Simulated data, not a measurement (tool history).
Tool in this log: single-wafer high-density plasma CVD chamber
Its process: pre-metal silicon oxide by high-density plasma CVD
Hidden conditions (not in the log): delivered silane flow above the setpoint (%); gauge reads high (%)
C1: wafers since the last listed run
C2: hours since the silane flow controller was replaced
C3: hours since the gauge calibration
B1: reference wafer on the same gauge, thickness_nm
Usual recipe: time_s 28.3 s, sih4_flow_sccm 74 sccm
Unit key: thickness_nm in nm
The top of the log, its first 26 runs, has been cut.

run 27 hour=745.4 | time_s=24.9 sih4_flow_sccm=86 | C1=346 C2=4283.3 C3=313.3 | B1=263.144 | thickness_nm=220.420
run 28 hour=761.0 | time_s=33.1 sih4_flow_sccm=74 | C1=321 C2=4298.9 C3=328.9 | B1=263.004 | thickness_nm=261.761
run 29 hour=795.2 | time_s=28.3 sih4_flow_sccm=74 | C1=704 C2=4333.1 C3=363.1 | B1=262.699 | thickness_nm=222.642
run 30 hour=827.2 | time_s=28.3 sih4_flow_sccm=74 | C1=659 C2=4365.1 C3=395.1 | B1=263.168 | thickness_nm=222.562
run 31 hour=852.0 | time_s=28.3 sih4_flow_sccm=74 | C1=511 C2=4389.9 C3=419.9 | B1=262.909 | thickness_nm=221.770
run 32 hour=864.5 | time_s=24.1 sih4_flow_sccm=84 | C1=257 C2=4402.4 C3=432.4 | B1=262.978 | thickness_nm=209.470
run 33 hour=898.9 | time_s=32.4 sih4_flow_sccm=66 | C1=709 C2=4436.8 C3=466.8 | B1=263.047 | thickness_nm=231.831
-- hour=926.7 silane flow controller replaced
run 34 hour=927.2 | time_s=28.3 sih4_flow_sccm=74 | C1=418 C2=0.5 C3=495.1 | B1=263.278 | thickness_nm=235.373
run 35 hour=1003.4 | time_s=28.3 sih4_flow_sccm=74 | C1=1570 C2=76.7 C3=571.3 | B1=262.896 | thickness_nm=236.439
run 36 hour=1031.0 | time_s=28.3 sih4_flow_sccm=78 | C1=568 C2=104.3 C3=598.9 | B1=262.787 | thickness_nm=246.070
run 37 hour=1066.6 | time_s=23.5 sih4_flow_sccm=79 | C1=733 C2=139.9 C3=634.5 | B1=263.017 | thickness_nm=207.004
run 38 hour=1087.2 | time_s=28.3 sih4_flow_sccm=74 | C1=424 C2=160.5 C3=655.1 | B1=262.718 | thickness_nm=237.244
run 39 hour=1102.0 | time_s=32.2 sih4_flow_sccm=74 | C1=305 C2=175.3 C3=669.9 | B1=263.102 | thickness_nm=269.318
run 40 hour=1123.0 | time_s=32.0 sih4_flow_sccm=68 | C1=432 C2=196.3 C3=690.9 | B1=262.726 | thickness_nm=249.664
run 41 hour=1145.2 | time_s=33.5 sih4_flow_sccm=88 | C1=457 C2=218.5 C3=713.1 | B1=262.783 | thickness_nm=320.910
run 42 hour=1172.2 | time_s=28.3 sih4_flow_sccm=74 | C1=556 C2=245.5 C3=740.1 | B1=263.033 | thickness_nm=236.625

Consider 4 possible next runs. They are alternatives, not a sequence: every one starts from the tool as it was left by run 42. What does each give?
run A hour=1172.6 | time_s=28.3 sih4_flow_sccm=74 | C1=8 C2=245.9 C3=740.5 | B1=? | thickness_nm=?
run B hour=1172.6 | time_s=24.2 sih4_flow_sccm=82 | C1=8 C2=245.9 C3=740.5 | B1=? | thickness_nm=?
run C hour=1172.6 | time_s=30.4 sih4_flow_sccm=85 | C1=8 C2=245.9 C3=740.5 | B1=? | thickness_nm=?
run D hour=1172.6 | time_s=28.3 sih4_flow_sccm=86 | C1=8 C2=245.9 C3=740.5 | B1=? | thickness_nm=?

run=A B1=263.002 thickness_nm=237.015
run=B B1=263.002 thickness_nm=219.952
run=C B1=263.002 thickness_nm=284.441
run=D B1=263.002 thickness_nm=267.317
Stripped of hidden state, with their random variation kept, the same runs would have yielded:
run=A thickness_nm=236.132
run=B thickness_nm=219.132
run=C thickness_nm=283.380
run=D thickness_nm=266.320
